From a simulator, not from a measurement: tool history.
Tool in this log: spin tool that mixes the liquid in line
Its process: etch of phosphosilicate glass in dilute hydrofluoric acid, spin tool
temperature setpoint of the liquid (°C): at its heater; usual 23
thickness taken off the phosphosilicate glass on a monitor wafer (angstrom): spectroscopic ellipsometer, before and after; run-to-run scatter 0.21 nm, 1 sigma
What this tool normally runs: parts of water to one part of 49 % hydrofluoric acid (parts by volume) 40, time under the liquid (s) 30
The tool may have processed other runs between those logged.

run   hour  temperature setpoint of the liquid (°C)  parts of water to one part of 49 % hydrofluoric acid (parts by volume)  time under the liquid (s)  read-back film thickness of the phosphosilicate glass reference wafer, read on the same gauge (nm)  thickness taken off the phosphosilicate glass on a monitor wafer (angstrom)
  1      0                                       23                                                                      40                         30                                                                                               80.04                                                                          398
  2    7.4                                       23                                                                      40                         30                                                                                               79.99                                                                        399.1
  3   20.8                                       23                                                                      40                         30                                                                                               79.97                                                                        399.4
  4   27.1                                       23                                                                      40                         30                                                                                               80.01                                                                        399.6
  5   38.2                                       23                                                                      40                         30                                                                                               80.01                                                                          400
  6   49.7                                       23                                                                      40                         30                                                                                               80.02                                                                        399.2
  7  101.3                                       25                                                                      40                         30                                                                                               80.04                                                                        429.3
  8  115.3                                       25                                                                      40                         30                                                                                                  80                                                                        430.4
  9  133.2                                       25                                                                      40                         30                                                                                               79.99                                                                        435.2
     142.7  -- gauge calibrated
 10  150.1                                       23                                                                      40                         30                                                                                               80.01                                                                        393.4
 11  158.4                                       20                                                                      25                         30                                                                                               79.99                                                                        567.2
 12  171.3                                       20                                                                      25                         30                                                                                               79.97                                                                          563
 13  177.8                                       23                                                                      30                         30                                                                                               80.02                                                                        533.6
 14  193.5                                       23                                                                      30                         30                                                                                               80.04                                                                        535.4
 15  210.9                                       23                                                                      40                         30                                                                                               80.01                                                                        397.2
 16  223.8                                       23                                                                      40                         30                                                                                                  80                                                                          396
       230  -- thermometer replaced
 17    235                                       20                                                                      25                         30                                                                                               80.01                                                                        625.2
 18  244.4                                       23                                                                      40                         30                                                                                               80.01                                                                          434
 19  254.3                                       23                                                                      30                         25                                                                                               79.97                                                                          491
     261.8  -- hydrofluoric acid flow meter replaced
 20  267.1                                       23                                                                      55                         15                                                                                               79.95                                                                        155.9
 21  282.6                                       27                                                                      25                         20                                                                                               79.97                                                                        559.5
 22  301.4                                       27                                                                      40                         35                                                                                               79.96                                                                        602.7
 23  314.5                                       23                                                                      35                         15                                                                                               79.97                                                                          249
 24  325.9                                       18                                                                      35                         15                                                                                               79.99                                                                        202.6
 25  342.2                                       23                                                                      25                         30                                                                                               79.98                                                                        701.3
 26  351.8                                     25.5                                                                      55                         40                                                                                               80.01                                                                        455.1
 27  361.2                                       18                                                                      40                         45                                                                                               80.01                                                                        525.5
 28  408.6                                       23                                                                      40                         30                                                                                               79.98                                                                        430.1
 29  419.1                                       23                                                                      40                         30                                                                                               80.01                                                                        432.6
 30  430.8                                     18.5                                                                      45                         15                                                                                               80.02                                                                        157.3
 31  445.2                                       23                                                                      40                         45                                                                                               79.98                                                                        648.8
 32  459.7                                     24.5                                                                      55                         20                                                                                               79.97                                                                        216.4
 33  468.7                                     19.5                                                                      55                         15                                                                                               80.03                                                                        132.5

3 options for the next run, each taken on its own from the tool as it stands now. Forecast them:
  A  469.1                                       23                                                                      40                         30                                                                                                   ?                                                                            ?
  B  469.1                                     24.5                                                                      40                         35                                                                                                   ?                                                                            ?
  C  469.1                                       23                                                                      50                         15                                                                                                   ?                                                                            ?

run  read-back film thickness of the phosphosilicate glass reference wafer, read on the same gauge (nm)  thickness taken off the phosphosilicate glass on a monitor wafer (angstrom)
  A                                                                                               79.96                                                                        430.4
  B                                                                                               79.96                                                                        534.5
  C                                                                                               79.96                                                                        169.9
Had the tool no hidden state, the same runs would have come out as:
run  thickness taken off the phosphosilicate glass on a monitor wafer (angstrom)
  A                                                                        436.7
  B                                                                        542.3
  C                                                                        172.4

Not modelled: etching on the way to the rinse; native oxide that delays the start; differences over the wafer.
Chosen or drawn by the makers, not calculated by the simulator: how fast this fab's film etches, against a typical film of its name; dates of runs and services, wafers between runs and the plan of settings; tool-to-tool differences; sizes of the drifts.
